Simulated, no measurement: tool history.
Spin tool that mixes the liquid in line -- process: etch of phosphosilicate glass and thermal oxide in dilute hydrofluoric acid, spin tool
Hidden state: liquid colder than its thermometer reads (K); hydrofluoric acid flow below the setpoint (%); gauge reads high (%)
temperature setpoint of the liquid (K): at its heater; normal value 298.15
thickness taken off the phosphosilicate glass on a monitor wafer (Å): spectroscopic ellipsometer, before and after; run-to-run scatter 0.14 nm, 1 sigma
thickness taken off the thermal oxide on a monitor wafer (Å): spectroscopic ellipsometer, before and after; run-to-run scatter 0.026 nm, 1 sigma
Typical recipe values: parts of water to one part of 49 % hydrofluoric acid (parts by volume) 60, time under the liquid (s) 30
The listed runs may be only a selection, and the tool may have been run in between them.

run,hour,temperature setpoint of the liquid (K),parts of water to one part of 49 % hydrofluoric acid (parts by volume),time under the liquid (s),wafers since the last listed run,hours since the thermometer was replaced,hours since the hydrofluoric acid flow meter was replaced,hours since the gauge calibration,"read-back film thickness of the phosphosilicate glass reference wafer, read on the same gauge (nm)","read-back film thickness of the thermal oxide reference wafer, read on the same gauge (nm)",thickness taken off the phosphosilicate glass on a monitor wafer (Å),thickness taken off the thermal oxide on a monitor wafer (Å)
1,0.0,300.15,60,30,0,466.2,1185.4,228.5,140.01,69.998,332.3,26.04
# hour 83.7: thermometer replaced, repeated, since the last time left the tool worse
2,92.1,298.15,40,30,1973,8.4,1277.5,320.6,139.98,70.008,496.0,39.55
3,169.0,298.15,40,30,1665,85.3,1354.4,397.5,139.99,70.002,494.2,38.59
4,255.8,298.15,40,30,1880,172.1,1441.2,484.3,139.99,69.986,491.0,38.97
5,337.1,298.15,75,40,1761,253.4,1522.5,565.6,140.01,70.020,334.1,26.16
6,431.0,293.65,60,40,2034,347.3,1616.4,659.5,140.01,69.978,352.9,27.64
7,482.5,296.65,80,15,1115,398.8,1667.9,711.0,140.03,69.983,110.4,8.73
8,557.0,298.15,60,30,1613,473.3,1742.4,785.5,139.99,69.996,320.0,24.70
9,660.8,294.65,60,45,2248,577.1,1846.2,889.3,140.02,69.987,414.0,32.66
10,759.2,298.15,40,30,2131,675.5,1944.6,987.7,140.01,70.005,490.6,37.82
# hour 854.4: hydrofluoric acid flow meter replaced
11,855.1,298.15,60,30,2055,771.4,0.7,1083.6,140.02,69.992,316.8,25.12
12,949.5,294.15,40,30,2045,865.8,95.1,1178.0,140.00,70.008,414.7,32.18
13,1048.4,299.65,30,30,2142,964.7,194.0,1276.9,139.99,69.999,697.8,55.30
14,1107.4,298.15,70,45,1278,1023.7,253.0,1335.9,139.98,70.008,400.8,31.44
15,1192.9,298.15,60,30,1852,1109.2,338.5,1421.4,140.01,69.997,318.6,25.03
16,1296.0,300.65,30,20,2233,1212.3,441.6,1524.5,140.02,70.003,481.3,37.96
# hour 1433.0: thermometer replaced
17,1502.4,298.15,60,30,4449,69.4,648.0,1730.9,140.00,70.008,319.8,25.08
18,1579.0,298.15,60,30,1659,146.0,724.6,1807.5,140.00,69.994,318.5,25.46
19,1682.0,298.15,60,50,2231,249.0,827.6,1910.5,140.02,70.008,531.6,42.90
20,1787.5,298.15,45,30,2285,354.5,933.1,2016.0,140.01,70.015,433.5,34.12
21,1881.5,298.15,30,50,2036,448.5,1027.1,2110.0,139.99,70.006,1108.3,85.61
22,1920.4,298.15,80,50,842,487.4,1066.0,2148.9,140.01,70.005,387.1,30.23
23,2005.5,298.15,85,45,1843,572.5,1151.1,2234.0,139.99,69.989,324.9,25.28
24,2295.9,298.15,60,30,6291,862.9,1441.5,2524.4,140.00,70.007,317.6,24.93
25,2348.3,296.15,85,50,1135,915.3,1493.9,2576.8,139.96,70.014,332.2,25.66
26,2417.1,298.15,60,30,1490,984.1,1562.7,2645.6,139.99,70.008,314.7,25.05

Branching from run 26: 3 alternative next runs. What would each branch give?
A,2417.5,298.15,60,30,8,984.5,1563.1,2646.0,?,?,?,?
B,2417.5,295.65,70,20,8,984.5,1563.1,2646.0,?,?,?,?
C,2417.5,303.15,60,30,8,984.5,1563.1,2646.0,?,?,?,?

run,"read-back film thickness of the phosphosilicate glass reference wafer, read on the same gauge (nm)","read-back film thickness of the thermal oxide reference wafer, read on the same gauge (nm)",thickness taken off the phosphosilicate glass on a monitor wafer (Å),thickness taken off the thermal oxide on a monitor wafer (Å)
A,139.98,69.998,315.8,25.03
B,139.98,69.998,160.9,12.75
C,139.98,69.998,385.4,30.54
Without the tool's unlogged condition, the same runs would have read:
run,thickness taken off the phosphosilicate glass on a monitor wafer (Å),thickness taken off the thermal oxide on a monitor wafer (Å)
A,320.6,25.41
B,163.3,12.94
C,391.0,30.98

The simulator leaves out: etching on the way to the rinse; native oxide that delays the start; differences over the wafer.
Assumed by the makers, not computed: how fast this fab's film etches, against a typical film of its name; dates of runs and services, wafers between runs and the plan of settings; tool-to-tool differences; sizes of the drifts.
